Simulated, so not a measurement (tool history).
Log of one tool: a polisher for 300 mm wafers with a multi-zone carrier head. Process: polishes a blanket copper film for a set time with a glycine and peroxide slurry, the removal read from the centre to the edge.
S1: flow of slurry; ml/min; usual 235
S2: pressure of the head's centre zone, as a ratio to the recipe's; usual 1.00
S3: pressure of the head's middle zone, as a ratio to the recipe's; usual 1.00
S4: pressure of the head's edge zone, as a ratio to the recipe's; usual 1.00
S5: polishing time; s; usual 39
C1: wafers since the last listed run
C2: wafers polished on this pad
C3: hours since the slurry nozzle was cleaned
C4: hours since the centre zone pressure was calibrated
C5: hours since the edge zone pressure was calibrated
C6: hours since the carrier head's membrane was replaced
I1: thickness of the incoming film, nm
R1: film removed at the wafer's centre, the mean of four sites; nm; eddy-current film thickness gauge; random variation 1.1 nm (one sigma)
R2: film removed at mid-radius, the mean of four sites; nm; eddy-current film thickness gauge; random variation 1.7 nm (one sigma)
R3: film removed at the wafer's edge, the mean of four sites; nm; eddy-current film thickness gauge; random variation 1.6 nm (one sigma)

run     day   S1    S2    S3    S4  S5    C1    C2     C3      C4      C5      C6      I1     R1     R2     R3
  1   0.000  235  1.00  0.93  1.03  39     0  4828   25.1  1044.2   542.4   271.8  1779.8  171.3  164.8  177.8
      0.688  -- centre zone pressure recalibrated
  2   3.767  235  1.00  0.93  1.03  39  1179  6007  115.5    73.9   632.8   362.2  1797.7  168.1  158.2  173.2
  3   7.617  235  1.00  0.93  1.03  39  1232  7240  207.9   166.3   725.2   454.6  1800.1  162.7  154.1  170.0
      9.483  -- worn pad replaced by a new one
  4  16.354  235  1.00  1.00  1.00  39  2743  2199  417.6   376.0   934.9   664.3  1794.0  166.8  167.8  176.7
  5  19.617  235  0.90  0.88  1.12  50  1044  3244  495.9   454.3  1013.2   742.6  1826.8  194.3  193.9  232.6
     21.217  -- edge zone pressure recalibrated
  6  23.129  260  1.00  1.00  1.05  45  1097  4341  580.2   538.6    45.9   826.9  1810.4  193.9  193.8  203.2
  7  26.592  300  1.00  0.89  1.00  31  1108  5450  663.3   621.7   129.0   910.0  1791.0  133.4  122.1  138.4
     29.812  -- slurry nozzle cleaned
  8  30.596  235  1.00  1.00  1.00  39  1268  6718   18.8   717.8   225.1  1006.1  1794.1  169.7  169.3  172.3
     32.250  -- carrier head's membrane replaced by a new one
  9  33.112  235  0.92  1.03  1.06  39   738  7457   79.2   778.2   285.5    20.7  1825.7  154.2  171.3  174.7
     36.388  -- worn pad replaced by a new one
 10  36.408  155  1.00  1.03  0.95  34  1001     6  158.3   857.3   364.6    99.8  1769.9  146.5  153.2  150.2
 11  39.150  235  0.88  1.10  1.00  27   877   884  224.1   923.1   430.4   165.6  1792.9  110.5  135.2  126.0
     39.854  -- centre zone pressure recalibrated
 12  42.138  235  0.89  0.88  1.00  39   929  1813  295.8    54.8   502.1   237.3  1805.3  158.9  154.5  178.5
 13  44.117  290  1.00  1.10  1.00  39   633  2447  343.3   102.3   549.6   284.8  1801.7  176.9  190.1  183.1
 14  45.962  235  1.00  1.10  1.00  32   590  3038  387.6   146.6   593.9   329.1  1827.7  139.9  152.7  145.3
 15  48.154  235  1.00  1.00  1.00  39   701  3739  440.2   199.2   646.5   381.7  1793.0  170.9  172.9  172.9
 16  52.712  190  1.05  0.93  1.00  50  1459  5198  549.6   308.6   755.9   491.1  1830.8  214.2  194.7  215.8
     54.038  -- slurry nozzle cleaned
 17  54.988  235  0.93  1.00  1.07  39   714  5913   22.8   363.2   810.5   545.7  1796.7  163.6  171.5  179.3
 18  63.475  235  0.95  1.00  1.00  39  2716  8630  226.5   566.9  1014.2   749.4  1791.4  155.8  163.8  166.1
 19  65.104  235  1.09  1.00  1.00  39   521  9152  265.6   606.0  1053.3   788.5  1826.9  173.4  159.1  165.7
     65.883  -- worn pad replaced by a new one
 20  67.517  190  1.00  0.91  1.00  46   718   523  323.5   663.9  1111.2   846.4  1767.7  202.3  188.3  211.2
     69.283  -- edge zone pressure recalibrated
 21  69.621  235  1.00  1.00  1.00  39   646  1169  374.0   714.4     8.1   896.9  1810.0  174.4  177.3  181.6
 22  73.800  235  1.10  1.00  1.00  46  1337  2507  474.3   814.7   108.4   997.2  1785.1  217.8  203.1  205.2

Hidden state at the last listed run before each entry between runs and at the first one after, where it differs:
Between runs 1 and 2: centre zone pressure recalibrated (day 0.688)
  removal rate lost through wear of the pad, %: 4.99 -> 6.15; slurry flow missing at the pad, %: 12.3 -> 21.4
  measured less the result without the state, R1: -11.7 -> -16.1 nm; R2: -10.9 -> -14.6 nm; R3: -11.2 -> -14.7 nm
Between runs 3 and 4: worn pad replaced by a new one (day 9.483)
  removal rate lost through wear of the pad, %: 7.33 -> 2.86; slurry flow missing at the pad, %: 27.6 -> 35
  measured less the result without the state, R1: -19.7 -> -14.0 nm; R2: -17.9 -> -13.1 nm; R3: -18.1 -> -11.5 nm
Between runs 5 and 6: edge zone pressure recalibrated (day 21.217)
  removal rate lost through wear of the pad, %: 3.86 -> 4.94; slurry flow missing at the pad, %: 36.3 -> 37.4
  measured less the result without the state, R1: -19.2 -> -21.1 nm; R2: -17.9 -> -19.9 nm; R3: -18.2 -> -18.1 nm
Between runs 7 and 8: slurry nozzle cleaned (day 29.812)
  removal rate lost through wear of the pad, %: 6.01 -> 7.24; slurry flow missing at the pad, %: 38.1 -> 4.22
  measured less the result without the state, R1: -15.6 -> -14.1 nm; R2: -13.6 -> -14.0 nm; R3: -13.7 -> -14.1 nm
Between runs 8 and 9: carrier head's membrane replaced by a new one (day 32.250)
  removal rate lost through wear of the pad, %: 7.24 -> 8.02; slurry flow missing at the pad, %: 4.22 -> 10.9
  measured less the result without the state, R1: -14.1 -> -15.6 nm; R2: -14.0 -> -17.0 nm; R3: -14.1 -> -16.9 nm
Between runs 9 and 10: worn pad replaced by a new one (day 36.388)
  removal rate lost through wear of the pad, %: 8.02 -> 0.443; slurry flow missing at the pad, %: 10.9 -> 17.3
  measured less the result without the state, R1: -15.6 -> -5.0 nm; R2: -17.0 -> -4.7 nm; R3: -16.9 -> -3.6 nm
Between runs 11 and 12: centre zone pressure recalibrated (day 39.854)
  removal rate lost through wear of the pad, %: 1.29 -> 2.21; slurry flow missing at the pad, %: 21.1 -> 24.2
  measured less the result without the state, R1: -4.6 -> -8.9 nm; R2: -5.1 -> -8.1 nm; R3: -4.0 -> -8.0 nm
Between runs 16 and 17: slurry nozzle cleaned (day 54.038)
  removal rate lost through wear of the pad, %: 5.46 -> 6.16; slurry flow missing at the pad, %: 29.7 -> 6.18
  measured less the result without the state, R1: -23.8 -> -12.0 nm; R2: -20.5 -> -12.4 nm; R3: -19.8 -> -12.7 nm
Between runs 19 and 20: worn pad replaced by a new one (day 65.883)
  removal rate lost through wear of the pad, %: 9.28 -> 0.699; slurry flow missing at the pad, %: 24.5 -> 26.6
  measured less the result without the state, R1: -24.1 -> -10.3 nm; R2: -21.5 -> -8.7 nm; R3: -21.0 -> -7.4 nm
Between runs 20 and 21: edge zone pressure recalibrated (day 69.283)
  removal rate lost through wear of the pad, %: 0.699 -> 1.35; slurry flow missing at the pad, %: 26.6 -> 28.1
  measured less the result without the state, R1: -10.3 -> -9.4 nm; R2: -8.7 -> -8.8 nm; R3: -7.4 -> -7.3 nm
